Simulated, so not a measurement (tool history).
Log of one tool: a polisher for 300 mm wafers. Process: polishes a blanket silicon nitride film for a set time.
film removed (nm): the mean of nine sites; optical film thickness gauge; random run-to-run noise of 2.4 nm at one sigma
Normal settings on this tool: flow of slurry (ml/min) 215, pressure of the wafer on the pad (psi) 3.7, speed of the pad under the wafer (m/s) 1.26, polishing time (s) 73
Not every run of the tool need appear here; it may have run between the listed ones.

| run | hour | flow of slurry (ml/min) | pressure of the wafer on the pad (psi) | speed of the pad under the wafer (m/s) | polishing time (s) | wafers since the last listed run | wafers polished on this pad | hours since the slurry nozzle was cleaned | hours since the head pressure was calibrated | incoming thickness of the incoming film, nm | film removed (nm) |
|---|---|---|---|---|---|---|---|---|---|---|---|
| 1 | 0 | 215 | 3.7 | 1.26 | 73 | 0 | 1304 | 101.1 | 556.9 | 464.2 | 182.6 |
|  | 21.4 | head pressure recalibrated |
| 2 | 67.8 | 215 | 3.7 | 1.26 | 73 | 692 | 1996 | 168.9 | 46.4 | 461.6 | 176.1 |
|  | 166.5 | worn pad replaced by a new one |
| 3 | 168.7 | 215 | 3.7 | 1.26 | 73 | 1019 | 23 | 269.8 | 147.3 | 461.8 | 191.1 |
| 4 | 269.3 | 215 | 3.7 | 1.26 | 73 | 1058 | 1081 | 370.4 | 247.9 | 457.4 | 184.5 |
| 5 | 323.5 | 215 | 3.7 | 1.26 | 73 | 570 | 1651 | 424.6 | 302.1 | 466.2 | 184 |
|  | 482.7 | slurry nozzle cleaned |
|  | 505 | worn pad replaced by a new one |
| 6 | 511.1 | 235 | 3.4 | 1.26 | 73 | 1920 | 63 | 28.4 | 489.7 | 452.2 | 177.7 |
| 7 | 553.3 | 215 | 3.7 | 1.44 | 73 | 443 | 507 | 70.6 | 531.9 | 458.5 | 204.9 |
|  | 625.4 | head pressure recalibrated |
| 8 | 635.1 | 215 | 3.7 | 1.44 | 73 | 839 | 1347 | 152.4 | 9.7 | 461.9 | 192.7 |
|  | 835.8 | worn pad replaced by a new one |
| 9 | 925.4 | 215 | 3.7 | 1.26 | 73 | 3011 | 942 | 442.7 | 300 | 462.7 | 189.7 |
| 10 | 1023.8 | 215 | 2.5 | 1.48 | 54 | 1035 | 1977 | 541.1 | 398.4 | 459.9 | 109.6 |
|  | 1064.5 | slurry nozzle cleaned |
|  | 1116.4 | worn pad replaced by a new one |
| 11 | 1119.9 | 285 | 2.8 | 0.94 | 83 | 958 | 36 | 55.4 | 494.5 | 453.1 | 154 |
| 12 | 1201.7 | 215 | 3.7 | 1.26 | 80 | 860 | 896 | 137.2 | 576.3 | 463.4 | 209 |
|  | 1214.1 | head pressure recalibrated |
| 13 | 1247.1 | 265 | 3.7 | 1.62 | 64 | 456 | 1353 | 182.6 | 33 | 459.4 | 193.7 |
| 14 | 1329.5 | 275 | 4.4 | 1.26 | 73 | 866 | 2220 | 265 | 115.4 | 457.8 | 207.3 |
|  | 1410.2 | worn pad replaced by a new one |
| 15 | 1410.7 | 145 | 3.7 | 1 | 73 | 812 | 5 | 346.2 | 196.6 | 462 | 160.8 |
| 16 | 1456.1 | 215 | 3.7 | 1.26 | 73 | 477 | 482 | 391.6 | 242 | 464.9 | 189.3 |
| 17 | 1552.9 | 245 | 3.7 | 1.12 | 73 | 1018 | 1500 | 488.4 | 338.8 | 459.8 | 171 |

Predict each of these 5 candidate next runs independently; none follows another, all start after run 17:
| A | 1553.3 | 215 | 3.7 | 1.26 | 73 | 4 | 1504 | 488.8 | 339.2 | 463.9 | ? |
| B | 1553.3 | 250 | 3.2 | 1.66 | 73 | 4 | 1504 | 488.8 | 339.2 | 463.9 | ? |
| C | 1553.3 | 265 | 4.8 | 1.26 | 73 | 4 | 1504 | 488.8 | 339.2 | 463.9 | ? |
| D | 1553.3 | 215 | 3.2 | 1.26 | 73 | 4 | 1504 | 488.8 | 339.2 | 463.9 | ? |
| E | 1553.3 | 260 | 3.7 | 1.7 | 81 | 4 | 1504 | 488.8 | 339.2 | 463.9 | ? |

| run | film removed (nm) |
|---|---|
| A | 185.6 |
| B | 200.7 |
| C | 235.2 |
| D | 165.6 |
| E | 254.7 |
What these runs would have given with no unlogged condition in the tool:
| run | film removed (nm) |
|---|---|
| A | 198.1 |
| B | 214.2 |
| C | 251.1 |
| D | 176.7 |
| E | 271.8 |

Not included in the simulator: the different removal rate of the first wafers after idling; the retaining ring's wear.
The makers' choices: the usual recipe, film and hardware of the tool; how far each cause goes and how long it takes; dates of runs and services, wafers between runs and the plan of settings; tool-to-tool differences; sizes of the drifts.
